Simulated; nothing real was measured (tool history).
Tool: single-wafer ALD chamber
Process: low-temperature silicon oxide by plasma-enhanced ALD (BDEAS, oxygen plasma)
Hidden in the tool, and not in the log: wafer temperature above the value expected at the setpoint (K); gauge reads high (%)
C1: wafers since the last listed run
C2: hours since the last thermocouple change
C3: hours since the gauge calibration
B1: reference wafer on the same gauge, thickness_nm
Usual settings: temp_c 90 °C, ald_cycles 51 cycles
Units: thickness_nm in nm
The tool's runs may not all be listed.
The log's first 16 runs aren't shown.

Run 17, hour 755.2: usual settings; C1 378; C2 1672.9; C3 1254.0; B1 7.996. Result: thickness_nm 7.705 nm.
At hour 791.0: thermocouple changed; heater temperature recalibrated.
Run 18, hour 816.4: usual settings; C1 355; C2 25.4; C3 1315.2; B1 8.016. Result: thickness_nm 7.453 nm.
Run 19, hour 867.3: usual settings but temp_c 104 °C; C1 339; C2 76.3; C3 1366.1; B1 8.006. Result: thickness_nm 7.133 nm.
Run 20, hour 921.1: usual settings but temp_c 98 °C; C1 359; C2 130.1; C3 1419.9; B1 8.003. Result: thickness_nm 7.198 nm.
Run 21, hour 977.0: usual settings but temp_c 95 °C, ald_cycles 60 cycles; C1 373; C2 186.0; C3 1475.8; B1 8.000. Result: thickness_nm 8.527 nm.
Run 22, hour 1047.4: usual settings but temp_c 85 °C, ald_cycles 42 cycles; C1 470; C2 256.4; C3 1546.2; B1 8.002. Result: thickness_nm 6.285 nm.
Run 23, hour 1088.3: usual settings but temp_c 104 °C, ald_cycles 48 cycles; C1 273; C2 297.3; C3 1587.1; B1 8.000. Result: thickness_nm 6.697 nm.
At hour 1089.4: gauge calibrated.
Run 24, hour 1247.2: usual settings but temp_c 79 °C, ald_cycles 54 cycles; C1 1061; C2 456.2; C3 157.8; B1 8.006. Result: thickness_nm 8.228 nm.
Run 25, hour 1349.8: usual settings; C1 685; C2 558.8; C3 260.4; B1 7.999. Result: thickness_nm 7.476 nm.
Run 26, hour 1382.9: usual settings but temp_c 103 °C, ald_cycles 59 cycles; C1 221; C2 591.9; C3 293.5; B1 8.005. Result: thickness_nm 8.300 nm.
Run 27, hour 1441.9: usual settings but temp_c 85 °C, ald_cycles 60 cycles; C1 394; C2 650.9; C3 352.5; B1 8.020. Result: thickness_nm 8.967 nm.
Run 28, hour 1509.7: usual settings but temp_c 96 °C, ald_cycles 46 cycles; C1 452; C2 718.7; C3 420.3; B1 8.001. Result: thickness_nm 6.621 nm.
Run 29, hour 1581.5: usual settings but temp_c 98 °C, ald_cycles 44 cycles; C1 479; C2 790.5; C3 492.1; B1 8.002. Result: thickness_nm 6.258 nm.
Run 30, hour 1638.5: usual settings but temp_c 99 °C, ald_cycles 59 cycles; C1 380; C2 847.5; C3 549.1; B1 7.990. Result: thickness_nm 8.351 nm.

Forecast each of these 5 alternatives for the next run:
Run A, hour 1639.0: usual settings; C1 3; C2 848.0; C3 549.6; B1 ?. Result: thickness_nm ?.
Run B, hour 1639.0: usual settings but temp_c 75 °C; C1 3; C2 848.0; C3 549.6; B1 ?. Result: thickness_nm ?.
Run C, hour 1639.0: usual settings but temp_c 105 °C, ald_cycles 55 cycles; C1 3; C2 848.0; C3 549.6; B1 ?. Result: thickness_nm ?.
Run D, hour 1639.0: usual settings but temp_c 100 °C, ald_cycles 57 cycles; C1 3; C2 848.0; C3 549.6; B1 ?. Result: thickness_nm ?.
Run E, hour 1639.0: usual settings but temp_c 80 °C, ald_cycles 59 cycles; C1 3; C2 848.0; C3 549.6; B1 ?. Result: thickness_nm ?.

run     B1  thickness_nm
  A  7.998         7.524
  B  7.998         7.970
  C  7.998         7.715
  D  7.998         8.078
  E  7.998         9.048
Without the tool's hidden state the same runs would have given:
run  thickness_nm
  A         7.491
  B         7.937
  C         7.697
  D         8.060
  E         9.010
